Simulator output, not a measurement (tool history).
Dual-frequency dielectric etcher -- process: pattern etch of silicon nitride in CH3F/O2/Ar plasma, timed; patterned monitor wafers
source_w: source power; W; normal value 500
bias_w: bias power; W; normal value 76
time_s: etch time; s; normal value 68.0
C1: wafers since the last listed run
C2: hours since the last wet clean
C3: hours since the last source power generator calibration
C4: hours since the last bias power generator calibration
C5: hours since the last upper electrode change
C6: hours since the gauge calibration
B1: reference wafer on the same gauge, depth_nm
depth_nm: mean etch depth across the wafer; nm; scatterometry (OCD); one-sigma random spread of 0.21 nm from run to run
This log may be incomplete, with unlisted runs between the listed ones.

run 1 hour=0.0 | source_w=430 bias_w=63 time_s=68.0 | C1=0 C2=387.0 C3=662.4 C4=2414.1 C5=1455.8 C6=1232.7 | B1=60.3 | depth_nm=46.9
run 2 hour=73.7 | source_w=500 bias_w=76 time_s=82.5 | C1=1214 C2=460.7 C3=736.1 C4=2487.8 C5=1529.5 C6=1306.4 | B1=60.3 | depth_nm=62.3
-- hour=111.6 wet clean of the chamber
run 3 hour=135.6 | source_w=500 bias_w=76 time_s=82.5 | C1=624 C2=24.0 C3=798.0 C4=2549.7 C5=1591.4 C6=1368.3 | B1=60.3 | depth_nm=64.4
run 4 hour=211.2 | source_w=500 bias_w=76 time_s=82.5 | C1=1245 C2=99.6 C3=873.6 C4=2625.3 C5=1667.0 C6=1443.9 | B1=60.3 | depth_nm=63.5
run 5 hour=274.5 | source_w=500 bias_w=76 time_s=58.5 | C1=1043 C2=162.9 C3=936.9 C4=2688.6 C5=1730.3 C6=1507.2 | B1=60.3 | depth_nm=45.0
run 6 hour=419.3 | source_w=500 bias_w=76 time_s=58.5 | C1=2386 C2=307.7 C3=1081.7 C4=2833.4 C5=1875.1 C6=1652.0 | B1=60.3 | depth_nm=44.7
run 7 hour=489.4 | source_w=500 bias_w=76 time_s=68.0 | C1=1155 C2=377.8 C3=1151.8 C4=2903.5 C5=1945.2 C6=1722.1 | B1=60.4 | depth_nm=51.9
-- hour=498.7 gauge calibrated
run 8 hour=549.8 | source_w=500 bias_w=76 time_s=68.0 | C1=995 C2=438.2 C3=1212.2 C4=2963.9 C5=2005.6 C6=51.1 | B1=60.3 | depth_nm=51.5
-- hour=595.6 wet clean of the chamber
run 9 hour=606.4 | source_w=420 bias_w=89 time_s=68.0 | C1=537 C2=10.8 C3=1268.8 C4=3020.5 C5=2062.2 C6=107.7 | B1=60.3 | depth_nm=51.0
run 10 hour=698.6 | source_w=420 bias_w=89 time_s=68.0 | C1=1519 C2=103.0 C3=1361.0 C4=3112.7 C5=2154.4 C6=199.9 | B1=60.3 | depth_nm=51.3
run 11 hour=774.1 | source_w=420 bias_w=89 time_s=68.0 | C1=1244 C2=178.5 C3=1436.5 C4=3188.2 C5=2229.9 C6=275.4 | B1=60.3 | depth_nm=50.8
run 12 hour=828.7 | source_w=470 bias_w=61 time_s=57.5 | C1=899 C2=233.1 C3=1491.1 C4=3242.8 C5=2284.5 C6=330.0 | B1=60.3 | depth_nm=41.9
run 13 hour=874.9 | source_w=420 bias_w=86 time_s=83.5 | C1=761 C2=279.3 C3=1537.3 C4=3289.0 C5=2330.7 C6=376.2 | B1=60.3 | depth_nm=61.5
-- hour=898.6 source power generator calibrated
run 14 hour=953.9 | source_w=570 bias_w=76 time_s=81.5 | C1=1236 C2=358.3 C3=55.3 C4=3368.0 C5=2409.7 C6=455.2 | B1=60.3 | depth_nm=65.4
run 15 hour=1053.6 | source_w=610 bias_w=76 time_s=68.0 | C1=1643 C2=458.0 C3=155.0 C4=3467.7 C5=2509.4 C6=554.9 | B1=60.3 | depth_nm=55.4
-- hour=1123.9 wet clean of the chamber
run 16 hour=1124.4 | source_w=590 bias_w=76 time_s=62.0 | C1=771 C2=0.5 C3=225.8 C4=3538.5 C5=2580.2 C6=625.7 | B1=60.3 | depth_nm=51.4
-- hour=1166.4 bias power generator calibrated
run 17 hour=1166.9 | source_w=500 bias_w=76 time_s=68.0 | C1=634 C2=43.0 C3=268.3 C4=0.5 C5=2622.7 C6=668.2 | B1=60.4 | depth_nm=52.6
run 18 hour=1257.8 | source_w=500 bias_w=76 time_s=82.5 | C1=1498 C2=133.9 C3=359.2 C4=91.4 C5=2713.6 C6=759.1 | B1=60.3 | depth_nm=64.0
run 19 hour=1334.0 | source_w=420 bias_w=89 time_s=68.0 | C1=1255 C2=210.1 C3=435.4 C4=167.6 C5=2789.8 C6=835.3 | B1=60.2 | depth_nm=49.8
run 20 hour=1370.9 | source_w=420 bias_w=89 time_s=68.0 | C1=608 C2=247.0 C3=472.3 C4=204.5 C5=2826.7 C6=872.2 | B1=60.3 | depth_nm=50.0
run 21 hour=1413.8 | source_w=500 bias_w=76 time_s=68.0 | C1=706 C2=289.9 C3=515.2 C4=247.4 C5=2869.6 C6=915.1 | B1=60.3 | depth_nm=51.7
run 22 hour=1515.4 | source_w=450 bias_w=66 time_s=84.5 | C1=1674 C2=391.5 C3=616.8 C4=349.0 C5=2971.2 C6=1016.7 | B1=60.3 | depth_nm=59.8
-- hour=1587.3 upper electrode replaced
run 23 hour=1608.8 | source_w=500 bias_w=92 time_s=68.0 | C1=1143 C2=484.9 C3=710.2 C4=442.4 C5=21.5 C6=1110.1 | B1=60.3 | depth_nm=53.1
-- hour=1649.1 wet clean of the chamber
run 24 hour=1677.5 | source_w=500 bias_w=93 time_s=68.0 | C1=736 C2=28.4 C3=778.9 C4=511.1 C5=90.2 C6=1178.8 | B1=60.3 | depth_nm=55.0
run 25 hour=1843.6 | source_w=500 bias_w=65 time_s=68.0 | C1=2737 C2=194.5 C3=945.0 C4=677.2 C5=256.3 C6=1344.9 | B1=60.3 | depth_nm=51.0
run 26 hour=1900.3 | source_w=410 bias_w=90 time_s=68.0 | C1=934 C2=251.2 C3=1001.7 C4=733.9 C5=313.0 C6=1401.6 | B1=60.3 | depth_nm=49.8
run 27 hour=1994.3 | source_w=410 bias_w=85 time_s=68.0 | C1=1549 C2=345.2 C3=1095.7 C4=827.9 C5=407.0 C6=1495.6 | B1=60.3 | depth_nm=49.1
run 28 hour=2043.3 | source_w=430 bias_w=76 time_s=80.5 | C1=807 C2=394.2 C3=1144.7 C4=876.9 C5=456.0 C6=1544.6 | B1=60.3 | depth_nm=57.2
run 29 hour=2108.3 | source_w=500 bias_w=82 time_s=57.5 | C1=1071 C2=459.2 C3=1209.7 C4=941.9 C5=521.0 C6=1609.6 | B1=60.3 | depth_nm=44.4

Each row is a separate what-if for the run after 29, all from the same tool condition, not one after another. Results?
run A hour=2108.7 | source_w=500 bias_w=90 time_s=68.0 | C1=6 C2=459.6 C3=1210.1 C4=942.3 C5=521.4 C6=1610.0 | B1=? | depth_nm=?
run B hour=2108.7 | source_w=390 bias_w=59 time_s=73.5 | C1=6 C2=459.6 C3=1210.1 C4=942.3 C5=521.4 C6=1610.0 | B1=? | depth_nm=?
run C hour=2108.7 | source_w=500 bias_w=67 time_s=68.0 | C1=6 C2=459.6 C3=1210.1 C4=942.3 C5=521.4 C6=1610.0 | B1=? | depth_nm=?
run D hour=2108.7 | source_w=610 bias_w=87 time_s=68.0 | C1=6 C2=459.6 C3=1210.1 C4=942.3 C5=521.4 C6=1610.0 | B1=? | depth_nm=?
run E hour=2108.7 | source_w=580 bias_w=91 time_s=58.0 | C1=6 C2=459.6 C3=1210.1 C4=942.3 C5=521.4 C6=1610.0 | B1=? | depth_nm=?

run=A B1=60.2 depth_nm=53.3
run=B B1=60.2 depth_nm=48.0
run=C B1=60.2 depth_nm=50.4
run=D B1=60.2 depth_nm=57.4
run=E B1=60.2 depth_nm=48.4
The same runs, with their run-to-run variation unchanged, on a tool lacking any hidden condition would have given:
run=A depth_nm=54.1
run=B depth_nm=48.8
run=C depth_nm=51.1
run=D depth_nm=58.2
run=E depth_nm=49.1

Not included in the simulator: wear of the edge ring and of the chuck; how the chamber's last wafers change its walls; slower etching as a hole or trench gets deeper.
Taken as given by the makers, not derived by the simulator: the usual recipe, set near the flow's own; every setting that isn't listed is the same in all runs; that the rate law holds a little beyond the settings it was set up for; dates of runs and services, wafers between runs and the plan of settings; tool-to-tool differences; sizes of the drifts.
